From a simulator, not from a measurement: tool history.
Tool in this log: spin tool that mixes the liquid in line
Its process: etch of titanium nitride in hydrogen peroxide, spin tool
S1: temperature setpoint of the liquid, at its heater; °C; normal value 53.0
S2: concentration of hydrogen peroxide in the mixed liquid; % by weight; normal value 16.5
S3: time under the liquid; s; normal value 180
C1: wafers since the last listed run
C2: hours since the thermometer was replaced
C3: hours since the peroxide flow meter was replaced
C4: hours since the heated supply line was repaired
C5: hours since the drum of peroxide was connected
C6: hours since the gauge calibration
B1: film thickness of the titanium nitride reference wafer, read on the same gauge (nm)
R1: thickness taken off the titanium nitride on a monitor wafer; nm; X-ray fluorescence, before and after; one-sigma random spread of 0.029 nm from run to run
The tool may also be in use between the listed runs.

run	hour	S1	S2	S3	C1	C2	C3	C4	C5	C6	B1	R1
1	0.0	53.0	16.5	180	0	2724.5	860.6	2370.5	814.6	16.6	69.99	8.90
2	16.8	53.0	16.5	180	89	2741.3	877.4	2387.3	831.4	33.4	70.01	8.91
3	29.9	60.5	20.5	180	69	2754.4	890.5	2400.4	844.5	46.5	69.99	15.57
4	36.9	60.5	20.5	180	37	2761.4	897.5	2407.4	851.5	53.5	69.99	15.70
5	50.0	60.5	20.5	180	69	2774.5	910.6	2420.5	864.6	66.6	70.00	15.66
6	60.4	53.0	16.5	180	55	2784.9	921.0	2430.9	875.0	77.0	70.00	8.92
7	75.1	53.0	16.5	180	78	2799.6	935.7	2445.6	889.7	91.7	70.01	8.86
8	83.2	53.0	16.5	180	43	2807.7	943.8	2453.7	897.8	99.8	70.00	8.92
9	92.3	53.0	16.5	180	48	2816.8	952.9	2462.8	906.9	108.9	70.00	8.89
10	101.9	60.5	15.0	180	51	2826.4	962.5	2472.4	916.5	118.5	70.00	14.60
# hour 103.0: peroxide flow meter replaced
11	115.3	60.5	15.0	180	66	2839.8	12.3	2485.8	929.9	131.9	69.98	14.71
12	124.3	61.5	16.5	120	47	2848.8	21.3	2494.8	938.9	140.9	70.00	10.71
13	137.4	61.5	16.5	180	69	2861.9	34.4	2507.9	952.0	154.0	70.01	15.96
# hour 153.4: thermometer replaced
14	153.9	44.0	14.5	210	82	0.5	50.9	2524.4	968.5	170.5	69.99	4.38
# hour 158.1: heated supply line repaired
15	159.9	58.5	14.5	110	26	6.5	56.9	1.8	974.5	176.5	69.99	7.43
# hour 189.6: gauge calibrated
16	209.9	53.0	16.5	180	266	56.5	106.9	51.8	1024.5	20.3	69.99	8.49
17	221.2	53.0	16.5	180	60	67.8	118.2	63.1	1035.8	31.6	69.99	8.45
# hour 222.7: new drum of peroxide connected
18	236.8	58.0	12.0	285	77	83.4	133.8	78.7	14.1	47.2	70.00	17.85
19	252.1	53.0	16.5	180	81	98.7	149.1	94.0	29.4	62.5	69.99	8.49
20	259.7	59.5	18.5	210	40	106.3	156.7	101.6	37.0	70.1	70.00	16.00
21	271.8	49.5	12.0	225	64	118.4	168.8	113.7	49.1	82.2	70.02	7.75
22	279.3	53.0	16.5	180	39	125.9	176.3	121.2	56.6	89.7	70.00	8.52

Here are 5 independent what-if runs from the current tool condition. What would each one return?
A	279.8	53.0	16.5	210	2	126.4	176.8	121.7	57.1	90.2	?	?
B	279.8	44.0	12.5	150	2	126.4	176.8	121.7	57.1	90.2	?	?
C	279.8	59.5	20.5	180	2	126.4	176.8	121.7	57.1	90.2	?	?
D	279.8	46.0	15.0	180	2	126.4	176.8	121.7	57.1	90.2	?	?
E	279.8	53.0	16.5	90	2	126.4	176.8	121.7	57.1	90.2	?	?

run	B1	R1
A	70.00	9.87
B	70.00	3.45
C	70.00	13.92
D	70.00	4.99
E	70.00	4.23
Had the tool no hidden state, the same runs would have come out as:
run	R1
A	9.95
B	3.48
C	14.03
D	5.03
E	4.26
